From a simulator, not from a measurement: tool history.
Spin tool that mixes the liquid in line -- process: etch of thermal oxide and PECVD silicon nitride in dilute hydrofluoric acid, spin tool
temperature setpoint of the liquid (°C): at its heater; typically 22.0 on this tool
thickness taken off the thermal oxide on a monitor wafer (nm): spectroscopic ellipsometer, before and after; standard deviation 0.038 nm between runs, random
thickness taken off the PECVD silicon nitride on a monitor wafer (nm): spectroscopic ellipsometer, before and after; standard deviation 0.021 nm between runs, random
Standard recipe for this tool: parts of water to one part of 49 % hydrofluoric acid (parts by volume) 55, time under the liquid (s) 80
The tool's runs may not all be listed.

run,hour,temperature setpoint of the liquid (°C),parts of water to one part of 49 % hydrofluoric acid (parts by volume),time under the liquid (s),"read-back film thickness of the thermal oxide reference wafer, read on the same gauge (nm)","read-back film thickness of the PECVD silicon nitride reference wafer, read on the same gauge (nm)",thickness taken off the thermal oxide on a monitor wafer (nm),thickness taken off the PECVD silicon nitride on a monitor wafer (nm)
1,0.0,22.0,55,80,139.99,110.016,7.96,2.495
2,30.5,22.0,55,80,140.00,110.024,8.07,2.502
3,52.0,22.0,55,80,140.00,109.961,8.04,2.516
4,73.5,22.0,55,80,140.00,110.011,7.96,2.509
5,114.3,22.0,55,80,140.01,110.018,8.00,2.521
6,139.8,22.0,55,80,139.99,109.968,8.01,2.497
7,158.0,22.0,55,80,139.99,109.986,7.99,2.517
# hour 182.2: gauge calibrated
8,182.4,22.0,70,95,139.99,110.017,7.38,2.345
9,211.4,22.0,55,80,140.00,110.010,8.01,2.502
10,242.4,22.0,55,80,140.00,110.000,7.97,2.519
11,266.5,22.0,55,80,140.00,110.001,8.01,2.475
12,280.2,18.5,45,40,140.01,109.998,4.27,1.191
# hour 285.3: hydrofluoric acid flow meter replaced
13,311.4,19.5,40,105,140.00,110.016,13.28,3.816
14,327.5,22.0,85,80,139.99,110.018,4.99,1.627
15,354.4,25.0,55,80,140.00,109.977,9.05,3.049
16,373.6,22.0,45,80,140.01,110.005,9.93,3.041
# hour 386.8: thermometer replaced
17,398.3,25.5,35,100,140.01,109.998,18.68,6.196
18,418.0,20.0,35,80,140.01,110.022,11.93,3.439
19,495.9,22.0,55,80,140.00,110.003,8.01,2.491
20,521.6,17.5,65,125,140.00,110.010,8.60,2.427

Here are 4 independent what-if runs from the current tool condition. What would each one return?
A,522.0,19.0,55,80,?,?,?,?
B,522.0,22.0,55,60,?,?,?,?
C,522.0,26.0,75,80,?,?,?,?
D,522.0,17.5,70,30,?,?,?,?

run,"read-back film thickness of the thermal oxide reference wafer, read on the same gauge (nm)","read-back film thickness of the PECVD silicon nitride reference wafer, read on the same gauge (nm)",thickness taken off the thermal oxide on a monitor wafer (nm),thickness taken off the PECVD silicon nitride on a monitor wafer (nm)
A,140.02,110.008,7.10,2.026
B,140.02,110.008,6.05,1.869
C,140.02,110.008,6.78,2.402
D,140.02,110.008,1.93,0.541
With no hidden state in the tool, these same runs would have given:
run,thickness taken off the thermal oxide on a monitor wafer (nm),thickness taken off the PECVD silicon nitride on a monitor wafer (nm)
A,7.10,2.026
B,6.05,1.869
C,6.78,2.402
D,1.93,0.541
